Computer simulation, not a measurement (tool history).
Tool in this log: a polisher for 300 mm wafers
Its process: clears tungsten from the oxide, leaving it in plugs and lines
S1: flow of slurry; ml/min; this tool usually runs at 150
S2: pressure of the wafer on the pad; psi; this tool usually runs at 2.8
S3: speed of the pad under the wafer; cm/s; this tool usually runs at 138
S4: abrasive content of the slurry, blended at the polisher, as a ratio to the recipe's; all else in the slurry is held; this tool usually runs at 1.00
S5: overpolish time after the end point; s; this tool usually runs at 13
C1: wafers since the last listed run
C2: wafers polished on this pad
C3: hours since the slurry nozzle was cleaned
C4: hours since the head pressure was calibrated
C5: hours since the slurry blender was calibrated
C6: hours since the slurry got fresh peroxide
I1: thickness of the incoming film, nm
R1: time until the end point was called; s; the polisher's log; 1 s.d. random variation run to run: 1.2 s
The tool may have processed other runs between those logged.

run	day	S1	S2	S3	S4	S5	C1	C2	C3	C4	C5	C6	I1	R1
1	0.000	150	2.8	138	1.00	13	0	1070	247.8	81.1	281.7	219.7	473.4	116.0
# day 0.929: slurry blender recalibrated
2	1.958	150	2.8	138	1.00	13	265	1336	294.8	128.1	24.7	266.7	460.9	120.7
# day 2.704: slurry tank refilled with fresh slurry and peroxide
# day 3.412: worn pad replaced by a new one
3	4.579	150	2.8	110	1.00	13	341	165	357.7	191.0	87.6	45.0	459.0	133.7
4	6.046	150	2.8	110	1.00	13	207	372	392.9	226.2	122.8	80.2	466.6	135.6
5	8.488	150	2.8	138	1.00	13	345	718	451.5	284.8	181.4	138.8	465.5	111.3
6	10.783	150	2.8	138	1.15	13	324	1043	506.6	339.9	236.5	193.9	473.8	114.3
# day 11.454: head pressure recalibrated
# day 12.871: slurry tank refilled with fresh slurry and peroxide
7	13.554	150	2.8	138	1.15	13	374	1417	573.1	50.4	303.0	16.4	470.3	106.1
# day 14.558: worn pad replaced by a new one
# day 14.775: slurry blender recalibrated
8	16.025	150	2.8	138	1.15	13	314	195	632.4	109.7	30.0	75.7	464.0	107.1
# day 16.808: slurry nozzle cleaned
9	23.150	150	2.8	138	1.00	13	1002	1198	152.2	280.7	201.0	246.7	462.0	120.1
# day 23.717: slurry tank refilled with fresh slurry and peroxide
10	24.996	150	2.8	138	1.00	13	255	1453	196.5	325.0	245.3	30.7	475.5	105.2
# day 26.604: slurry blender recalibrated
11	26.717	150	2.8	138	1.00	13	231	1684	237.8	366.3	2.7	72.0	465.1	106.5
# day 27.412: worn pad replaced by a new one
12	27.729	150	2.8	138	1.00	13	119	44	262.1	390.6	27.0	96.3	469.1	108.8
# day 28.217: head pressure recalibrated
13	29.079	150	2.8	138	1.00	13	179	223	294.5	20.7	59.4	128.7	479.7	111.9
14	30.625	185	3.3	138	0.75	13	218	442	331.6	57.8	96.5	165.8	465.4	99.8
15	32.433	115	3.2	138	0.80	13	255	698	375.0	101.2	139.9	209.2	470.9	114.5
16	35.417	150	2.8	138	1.00	13	422	1120	446.6	172.8	211.5	280.8	473.1	123.0
# day 35.858: slurry tank refilled with fresh slurry and peroxide
17	36.542	190	2.8	138	1.00	13	153	1273	473.6	199.8	238.5	16.4	472.4	104.6
# day 38.962: worn pad replaced by a new one
18	39.212	150	2.8	112	1.00	13	354	35	537.7	263.9	302.6	80.5	468.8	130.8
# day 40.838: slurry nozzle cleaned
# day 41.162: slurry blender recalibrated
19	41.192	150	1.9	138	1.00	13	262	297	8.5	311.4	0.7	128.0	473.5	147.9
20	43.667	150	2.8	138	1.00	13	350	647	67.9	370.8	60.1	187.4	467.7	112.9
# day 43.992: head pressure recalibrated
21	45.971	150	2.8	90	1.00	13	314	961	123.2	47.5	115.4	242.7	466.1	180.5
22	47.762	150	2.8	138	1.15	7	253	1215	166.2	90.5	158.4	285.7	475.0	125.3
# day 48.042: slurry tank refilled with fresh slurry and peroxide
23	49.671	150	2.8	138	1.00	7	264	1479	212.0	136.3	204.2	39.1	463.7	105.4
24	50.888	150	2.8	138	1.00	13	172	1651	241.2	165.5	233.4	68.3	472.7	108.2
# day 51.738: worn pad replaced by a new one
25	52.529	150	2.8	138	0.70	13	208	111	280.6	204.9	272.8	107.7	479.1	117.9
26	53.775	150	2.8	176	1.00	13	176	288	310.5	234.8	302.7	137.6	473.1	89.1
# day 54.388: slurry blender recalibrated
27	54.850	150	2.8	138	1.00	13	140	428	336.3	260.6	11.1	163.4	462.2	110.4

Each row is a separate what-if for the run after 27, all from the same tool condition, not one after another. Results?
A	54.871	150	2.8	138	1.00	13	2	431	336.8	261.1	11.6	163.9	461.8	?
B	54.871	165	2.5	138	1.20	13	2	431	336.8	261.1	11.6	163.9	461.8	?
C	54.871	130	2.8	122	1.00	13	2	431	336.8	261.1	11.6	163.9	461.8	?

run	R1
A	110.5
B	114.1
C	128.1
Without the tool's unlogged condition, the same runs would have read:
run	R1
A	104.5
B	107.9
C	121.2
